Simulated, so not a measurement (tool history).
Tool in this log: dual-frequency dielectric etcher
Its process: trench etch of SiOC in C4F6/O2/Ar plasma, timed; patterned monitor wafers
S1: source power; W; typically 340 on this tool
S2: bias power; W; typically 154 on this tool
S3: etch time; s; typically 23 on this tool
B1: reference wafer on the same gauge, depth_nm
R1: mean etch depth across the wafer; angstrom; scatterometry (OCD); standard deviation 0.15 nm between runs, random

| run | hour | S1 | S2 | S3 | B1 | R1 |
|---|---|---|---|---|---|---|
| 1 | 0 | 300 | 141 | 23 | 43.88 | 396.1 |
| 2 | 7.8 | 300 | 141 | 23 | 43.9 | 395.5 |
| 3 | 20.2 | 300 | 141 | 23 | 43.92 | 396.2 |
| 4 | 27.9 | 340 | 154 | 23 | 43.95 | 433.5 |
| 5 | 41.5 | 340 | 154 | 24.5 | 43.94 | 460.8 |
| 6 | 82.8 | 340 | 154 | 23 | 43.87 | 435.3 |
| 7 | 99.5 | 340 | 154 | 23 | 43.9 | 434.9 |
| 8 | 107.9 | 340 | 154 | 23 | 43.91 | 436.4 |
| 9 | 122.2 | 340 | 154 | 23 | 43.87 | 435 |
| 10 | 137.7 | 340 | 133 | 23 | 43.9 | 416.6 |
| 11 | 151 | 340 | 133 | 23 | 43.88 | 418.4 |
| 12 | 162.6 | 370 | 154 | 28 | 43.87 | 554.5 |
| 13 | 179.7 | 370 | 154 | 28 | 43.91 | 552.7 |
| 14 | 186.6 | 340 | 178 | 23 | 43.9 | 459.8 |
|  | 228.4 | upper electrode replaced |
| 15 | 228.9 | 340 | 154 | 23 | 43.92 | 438.4 |
| 16 | 236.6 | 340 | 170 | 20.5 | 43.87 | 406.6 |
| 17 | 244.5 | 270 | 154 | 28.5 | 43.88 | 490 |
| 18 | 253.5 | 310 | 170 | 23 | 43.88 | 432.2 |
| 19 | 264.4 | 340 | 133 | 27.5 | 43.91 | 502.5 |
| 20 | 272.8 | 340 | 154 | 23 | 43.87 | 440.6 |
|  | 280.3 | source power generator calibrated |
| 21 | 280.8 | 290 | 154 | 23 | 43.9 | 407.9 |
|  | 292.8 | gauge calibrated |
|  | 297.8 | bias power generator calibrated |
|  | 312.7 | wet clean of the chamber |
| 22 | 313.2 | 420 | 172 | 28.5 | 43.89 | 601.2 |
| 23 | 313.5 | 270 | 129 | 29 | 43.88 | 458.3 |
| 24 | 313.9 | 340 | 154 | 23 | 43.87 | 428.6 |
| 25 | 323.8 | 340 | 121 | 17 | 43.83 | 294.3 |
| 26 | 337.1 | 280 | 154 | 23 | 43.88 | 391.4 |
| 27 | 349.6 | 340 | 154 | 23 | 43.92 | 427.3 |
| 28 | 357.5 | 260 | 154 | 18.5 | 43.93 | 303.1 |
| 29 | 371.5 | 320 | 140 | 29.5 | 43.94 | 518.4 |
| 30 | 389.3 | 340 | 154 | 23 | 43.87 | 428.8 |
| 31 | 404.2 | 270 | 154 | 23 | 43.89 | 384.9 |

Table of differences, measured result less the result of that run with no hidden state. Run-to-run variation is the same in both. Gauge scatter possibly is not:
Hidden conditions of the tool in this case: etch rate over this chamber's usual, %; source power that arrives over what is set, %; bias power that arrives over what is set, %; gauge reads high (%).
| run | R1 |
|---|---|
| 1 | +2.8 |
| 2 | +3 |
| 3 | +3.3 |
| 4 | +4 |
| 5 | +4.7 |
| 6 | +5.9 |
| 7 | +6.4 |
| 8 | +6.8 |
| 9 | +7.2 |
| 10 | +7.4 |
| 11 | +7.9 |
| 12 | +10.9 |
| 13 | +11.7 |
| 14 | +9.9 |
| 15 | +11 |
| 16 | +10.4 |
| 17 | +12.8 |
| 18 | +11.6 |
| 19 | +13.9 |
| 20 | +12.5 |
| 21 | +11.8 |
| 22 | -2.5 |
| 23 | -1.9 |
| 24 | -1.8 |
| 25 | -1 |
| 26 | -0.8 |
| 27 | -0.5 |
| 28 | -0.2 |
| 29 | +0.3 |
| 30 | +0.9 |
| 31 | +1.2 |
